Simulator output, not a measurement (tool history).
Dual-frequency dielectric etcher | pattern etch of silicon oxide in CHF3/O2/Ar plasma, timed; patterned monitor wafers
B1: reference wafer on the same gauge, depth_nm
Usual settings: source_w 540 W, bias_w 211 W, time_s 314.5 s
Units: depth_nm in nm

run 1 day=0.000 | source_w=540 bias_w=211 time_s=314.5 | B1=612.5 | depth_nm=592.5
run 2 day=1.408 | source_w=540 bias_w=211 time_s=314.5 | B1=613.4 | depth_nm=585.7
run 3 day=3.429 | source_w=460 bias_w=211 time_s=314.5 | B1=612.0 | depth_nm=531.3
run 4 day=5.346 | source_w=460 bias_w=211 time_s=314.5 | B1=613.0 | depth_nm=537.1
-- day=6.662 upper electrode replaced, of another model than before
-- day=7.454 wet clean of the chamber
run 5 day=9.517 | source_w=460 bias_w=211 time_s=314.5 | B1=613.2 | depth_nm=562.6
run 6 day=11.192 | source_w=540 bias_w=211 time_s=314.5 | B1=613.0 | depth_nm=598.4
run 7 day=13.771 | source_w=540 bias_w=249 time_s=352.5 | B1=612.3 | depth_nm=723.6
run 8 day=14.788 | source_w=580 bias_w=235 time_s=314.5 | B1=611.7 | depth_nm=645.0
-- day=15.829 bias power generator calibrated
run 9 day=16.558 | source_w=420 bias_w=211 time_s=314.5 | B1=613.1 | depth_nm=535.7
run 10 day=18.121 | source_w=600 bias_w=228 time_s=354.0 | B1=612.0 | depth_nm=723.7
run 11 day=26.217 | source_w=660 bias_w=238 time_s=234.0 | B1=613.3 | depth_nm=501.1
run 12 day=27.708 | source_w=540 bias_w=211 time_s=314.5 | B1=611.9 | depth_nm=586.0
-- day=29.096 wet clean of the chamber
run 13 day=30.654 | source_w=540 bias_w=238 time_s=227.0 | B1=614.1 | depth_nm=457.0
run 14 day=33.142 | source_w=540 bias_w=211 time_s=314.5 | B1=612.4 | depth_nm=592.7
-- day=33.167 gauge calibrated
run 15 day=35.421 | source_w=540 bias_w=211 time_s=224.0 | B1=612.8 | depth_nm=423.0
run 16 day=36.700 | source_w=540 bias_w=211 time_s=314.5 | B1=612.3 | depth_nm=595.9
-- day=37.321 source power generator calibrated
run 17 day=38.850 | source_w=540 bias_w=189 time_s=374.5 | B1=612.5 | depth_nm=662.9
run 18 day=41.508 | source_w=540 bias_w=211 time_s=314.5 | B1=612.1 | depth_nm=584.7
run 19 day=42.938 | source_w=540 bias_w=188 time_s=290.0 | B1=612.7 | depth_nm=507.5
run 20 day=45.042 | source_w=620 bias_w=259 time_s=381.0 | B1=613.1 | depth_nm=830.1
run 21 day=47.512 | source_w=600 bias_w=240 time_s=396.0 | B1=611.4 | depth_nm=812.1
-- day=49.229 wet clean of the chamber
run 22 day=53.200 | source_w=470 bias_w=174 time_s=256.0 | B1=612.0 | depth_nm=412.5
run 23 day=55.012 | source_w=580 bias_w=239 time_s=350.0 | B1=614.1 | depth_nm=728.6
run 24 day=56.621 | source_w=540 bias_w=211 time_s=314.5 | B1=614.0 | depth_nm=588.7
run 25 day=58.467 | source_w=580 bias_w=173 time_s=361.0 | B1=613.3 | depth_nm=622.3
run 26 day=61.108 | source_w=540 bias_w=211 time_s=314.5 | B1=613.7 | depth_nm=592.9
run 27 day=63.550 | source_w=540 bias_w=211 time_s=378.5 | B1=614.3 | depth_nm=714.2
run 28 day=65.529 | source_w=460 bias_w=182 time_s=248.0 | B1=612.7 | depth_nm=400.8
run 29 day=67.454 | source_w=540 bias_w=181 time_s=314.5 | B1=611.8 | depth_nm=531.7

Forecast each of these 4 alternatives for the next run:
run A day=67.475 | source_w=540 bias_w=211 time_s=314.5 | B1=? | depth_nm=?
run B day=67.475 | source_w=640 bias_w=236 time_s=264.5 | B1=? | depth_nm=?
run C day=67.475 | source_w=490 bias_w=184 time_s=384.0 | B1=? | depth_nm=?
run D day=67.475 | source_w=540 bias_w=211 time_s=346.5 | B1=? | depth_nm=?

run=A B1=612.4 depth_nm=581.1
run=B B1=612.4 depth_nm=553.9
run=C B1=612.4 depth_nm=632.8
run=D B1=612.4 depth_nm=640.3
Without the tool's hidden state the same runs would have given:
run=A depth_nm=596.5
run=B depth_nm=568.5
run=C depth_nm=649.5
run=D depth_nm=657.2
